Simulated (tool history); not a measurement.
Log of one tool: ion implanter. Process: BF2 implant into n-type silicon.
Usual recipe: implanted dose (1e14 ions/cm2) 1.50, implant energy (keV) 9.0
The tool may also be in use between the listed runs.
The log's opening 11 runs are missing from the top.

run	hour	implanted dose (1e14 ions/cm2)	implant energy (keV)	wafers since the last listed run	hours since the last dose calibration	hours since the extraction supply was calibrated	hours since the gauge calibration	read-back reference wafer on the same gauge, sheet resistance	sheet resistance of the implanted and annealed layer (ohm/square)
# hour 838.6: Faraday cup replaced and dose calibrated
12	840.7	1.50	11.0	1130	2.1	195.5	113.1	850.07	811.01
13	903.3	1.50	9.0	980	64.7	258.1	175.7	850.37	827.54
14	959.1	1.79	7.0	873	120.5	313.9	231.5	849.80	743.49
15	1010.9	1.11	11.0	810	172.3	365.7	283.3	848.82	1052.71
16	1114.7	1.78	7.0	1625	276.1	469.5	387.1	850.28	745.88
17	1155.7	1.50	7.0	641	317.1	510.5	428.1	849.97	872.01
18	1221.6	1.50	9.0	1031	383.0	576.4	494.0	851.81	836.21
19	1313.7	1.94	10.0	1441	475.1	668.5	586.1	849.73	666.96
20	1358.3	1.37	10.5	698	519.7	713.1	630.7	850.15	907.49
21	1455.2	1.12	6.5	1517	616.6	810.0	727.6	850.42	1171.01
# hour 1509.4: Faraday cup replaced and dose calibrated
22	1533.5	1.50	9.0	1100	24.1	888.3	805.9	851.14	832.19
23	1580.3	1.81	9.0	732	70.9	935.1	852.7	850.01	706.27
24	1630.4	1.24	9.0	784	121.0	985.2	902.8	850.33	991.58
25	1714.3	1.50	9.0	1313	204.9	1069.1	986.7	851.18	839.19
26	1768.7	1.16	6.5	851	259.3	1123.5	1041.1	849.39	1097.38
27	1854.9	1.50	10.0	1349	345.5	1209.7	1127.3	851.01	828.86
28	1912.8	1.14	9.0	906	403.4	1267.6	1185.2	849.33	1079.60
29	1977.2	1.73	11.0	1008	467.8	1332.0	1249.6	849.58	731.36
30	2033.9	1.50	9.0	887	524.5	1388.7	1306.3	850.21	846.00
# hour 2083.6: Faraday cup replaced and dose calibrated
31	2119.7	1.19	11.5	1218	36.1	1474.5	1392.1	850.08	997.48
32	2157.6	1.50	9.0	593	74.0	1512.4	1430.0	850.70	839.98
33	2261.4	1.91	9.0	1625	177.8	1616.2	1533.8	849.40	683.30
34	2362.7	1.37	7.0	1585	279.1	1717.5	1635.1	849.90	948.26
35	2406.3	1.50	9.0	682	322.7	1761.1	1678.7	849.51	841.73
36	2467.4	1.50	9.0	956	383.8	1822.2	1739.8	849.73	849.63

Consider 5 possible next runs. They are alternatives, not a sequence: every one starts from the tool as it was left by run 36. What does each give?
A	2467.8	1.50	9.0	6	384.2	1822.6	1740.2	?	?
B	2467.8	1.20	6.5	6	384.2	1822.6	1740.2	?	?
C	2467.8	1.50	6.5	6	384.2	1822.6	1740.2	?	?
D	2467.8	1.80	10.5	6	384.2	1822.6	1740.2	?	?
E	2467.8	1.79	9.0	6	384.2	1822.6	1740.2	?	?

run	read-back reference wafer on the same gauge, sheet resistance	sheet resistance of the implanted and annealed layer (ohm/square)
A	850.10	851.65
B	850.10	1088.45
C	850.10	897.08
D	850.10	707.96
E	850.10	727.98
Stripped of hidden state, with their random variation kept, the same runs would have yielded:
run	sheet resistance of the implanted and annealed layer (ohm/square)
A	841.38
B	1075.65
C	886.73
D	699.53
E	719.38
